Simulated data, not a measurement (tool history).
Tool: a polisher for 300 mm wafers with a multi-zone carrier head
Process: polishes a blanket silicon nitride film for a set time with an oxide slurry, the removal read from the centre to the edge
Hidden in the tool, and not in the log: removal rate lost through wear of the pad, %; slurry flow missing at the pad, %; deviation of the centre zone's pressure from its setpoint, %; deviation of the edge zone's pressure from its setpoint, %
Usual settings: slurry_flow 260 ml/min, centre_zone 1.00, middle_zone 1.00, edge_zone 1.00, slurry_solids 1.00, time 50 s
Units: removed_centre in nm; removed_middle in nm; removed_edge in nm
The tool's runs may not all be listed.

| run | day | slurry_flow | centre_zone | middle_zone | edge_zone | slurry_solids | time | wafers since the last listed run | wafers polished on this pad | hours since the slurry nozzle was cleaned | hours since the centre zone pressure was calibrated | hours since the edge zone pressure was calibrated | hours since the carrier head's membrane was replaced | incoming thickness of the incoming film, nm | removed_centre | removed_middle | removed_edge |
|---|---|---|---|---|---|---|---|---|---|---|---|---|---|---|---|---|---|
| 1 | 0.000 | 260 | 1.00 | 0.94 | 1.00 | 1.00 | 50 | 0 | 1570 | 466.4 | 12.8 | 480.9 | 984.5 | 350.6 | 34.8 | 31.5 | 35.5 |
| 2 | 1.108 | 260 | 1.00 | 1.00 | 1.00 | 1.00 | 50 | 238 | 1809 | 493.0 | 39.4 | 507.5 | 1011.1 | 357.2 | 34.8 | 33.3 | 36.2 |
|  | 1.983 | slurry nozzle cleaned |
| 3 | 2.454 | 260 | 1.00 | 1.00 | 1.00 | 1.00 | 50 | 281 | 2090 | 11.3 | 71.7 | 539.8 | 1043.4 | 354.1 | 34.0 | 33.9 | 35.8 |
| 4 | 3.467 | 260 | 1.00 | 1.00 | 1.00 | 1.00 | 50 | 218 | 2308 | 35.6 | 96.0 | 564.1 | 1067.7 | 353.8 | 35.0 | 32.6 | 36.0 |
| 5 | 5.096 | 305 | 1.00 | 0.96 | 1.00 | 1.00 | 50 | 351 | 2659 | 74.7 | 135.1 | 603.2 | 1106.8 | 342.9 | 34.9 | 32.4 | 35.9 |
|  | 5.404 | edge zone pressure recalibrated |
| 6 | 6.442 | 260 | 1.00 | 0.91 | 1.00 | 1.00 | 50 | 272 | 2931 | 107.0 | 167.4 | 24.9 | 1139.1 | 350.1 | 35.3 | 31.2 | 35.7 |
|  | 6.783 | worn pad replaced by a new one |
| 7 | 8.304 | 260 | 1.00 | 0.93 | 1.00 | 1.00 | 50 | 365 | 328 | 151.7 | 212.1 | 69.6 | 1183.8 | 352.5 | 34.8 | 31.4 | 35.8 |
| 8 | 9.800 | 175 | 0.96 | 1.00 | 1.00 | 1.00 | 57 | 322 | 650 | 187.6 | 248.0 | 105.5 | 1219.7 | 349.0 | 36.7 | 36.4 | 40.1 |
| 9 | 12.654 | 260 | 0.88 | 1.07 | 1.00 | 1.00 | 50 | 615 | 1265 | 256.1 | 316.5 | 174.0 | 1288.2 | 351.3 | 30.8 | 34.1 | 35.6 |
| 10 | 14.512 | 260 | 0.95 | 1.00 | 1.00 | 1.20 | 41 | 400 | 1666 | 300.7 | 361.1 | 218.6 | 1332.8 | 347.5 | 29.7 | 29.2 | 31.6 |
| 11 | 15.750 | 260 | 1.00 | 0.89 | 1.00 | 1.00 | 50 | 266 | 1932 | 330.4 | 390.8 | 248.3 | 1362.5 | 348.2 | 34.6 | 29.9 | 36.0 |
| 12 | 17.212 | 260 | 1.00 | 1.00 | 1.00 | 1.00 | 50 | 315 | 2247 | 365.5 | 425.9 | 283.4 | 1397.6 | 352.1 | 35.1 | 32.4 | 35.8 |
|  | 17.604 | carrier head's membrane replaced by a new one |
| 13 | 20.012 | 210 | 0.88 | 1.00 | 1.00 | 1.30 | 50 | 558 | 2806 | 432.7 | 493.1 | 350.6 | 57.8 | 342.3 | 32.9 | 35.4 | 38.5 |
|  | 20.279 | worn pad replaced by a new one |
| 14 | 21.700 | 260 | 1.00 | 1.07 | 1.00 | 1.00 | 62 | 327 | 305 | 473.2 | 533.6 | 391.1 | 98.3 | 349.3 | 43.3 | 43.4 | 44.4 |
| 15 | 23.975 | 285 | 1.11 | 0.93 | 0.96 | 1.00 | 50 | 490 | 796 | 527.8 | 588.2 | 445.7 | 152.9 | 352.8 | 38.2 | 31.3 | 35.8 |
|  | 25.754 | slurry nozzle cleaned |
| 16 | 26.017 | 260 | 1.00 | 1.00 | 1.00 | 1.30 | 59 | 431 | 1227 | 6.3 | 637.2 | 494.7 | 201.9 | 354.4 | 45.1 | 43.1 | 46.2 |
| 17 | 27.879 | 225 | 0.94 | 1.00 | 1.05 | 1.00 | 42 | 401 | 1628 | 51.0 | 681.9 | 539.4 | 246.6 | 351.5 | 26.8 | 28.0 | 30.7 |
| 18 | 30.150 | 315 | 0.89 | 1.00 | 1.00 | 0.85 | 61 | 489 | 2117 | 105.5 | 736.4 | 593.9 | 301.1 | 351.7 | 35.5 | 39.0 | 41.5 |
|  | 30.600 | edge zone pressure recalibrated |
| 19 | 31.529 | 260 | 1.06 | 0.90 | 1.00 | 1.10 | 63 | 279 | 2397 | 138.6 | 769.5 | 22.3 | 334.2 | 348.2 | 48.1 | 38.8 | 46.8 |
|  | 32.042 | worn pad replaced by a new one |
| 20 | 34.188 | 260 | 1.00 | 1.00 | 1.00 | 1.00 | 50 | 536 | 462 | 202.4 | 833.3 | 86.1 | 398.0 | 344.7 | 34.9 | 33.3 | 35.5 |
| 21 | 35.983 | 260 | 1.00 | 1.00 | 1.00 | 1.00 | 50 | 387 | 849 | 245.5 | 876.4 | 129.2 | 441.1 | 346.5 | 34.3 | 32.8 | 35.8 |

Forecast each of these 5 alternatives for the next run:
| A | 36.000 | 260 | 1.00 | 1.00 | 1.00 | 1.00 | 50 | 3 | 853 | 245.9 | 876.8 | 129.6 | 441.5 | 346.5 | ? | ? | ? |
| B | 36.000 | 285 | 1.00 | 1.10 | 1.00 | 1.00 | 60 | 3 | 853 | 245.9 | 876.8 | 129.6 | 441.5 | 346.5 | ? | ? | ? |
| C | 36.000 | 260 | 1.00 | 1.00 | 0.93 | 1.20 | 56 | 3 | 853 | 245.9 | 876.8 | 129.6 | 441.5 | 346.5 | ? | ? | ? |
| D | 36.000 | 260 | 0.90 | 1.00 | 1.00 | 1.20 | 50 | 3 | 853 | 245.9 | 876.8 | 129.6 | 441.5 | 346.5 | ? | ? | ? |
| E | 36.000 | 260 | 1.00 | 0.95 | 1.00 | 1.00 | 50 | 3 | 853 | 245.9 | 876.8 | 129.6 | 441.5 | 346.5 | ? | ? | ? |

| run | removed_centre | removed_middle | removed_edge |
|---|---|---|---|
| A | 34.9 | 32.9 | 36.1 |
| B | 42.1 | 43.1 | 43.5 |
| C | 41.7 | 39.4 | 41.7 |
| D | 33.9 | 35.2 | 38.6 |
| E | 34.8 | 31.5 | 36.2 |
Without the tool's hidden state the same runs would have given:
| run | removed_centre | removed_middle | removed_edge |
|---|---|---|---|
| A | 34.9 | 32.9 | 36.1 |
| B | 42.1 | 43.1 | 43.5 |
| C | 41.7 | 39.4 | 41.7 |
| D | 33.9 | 35.2 | 38.6 |
| E | 34.8 | 31.5 | 36.2 |
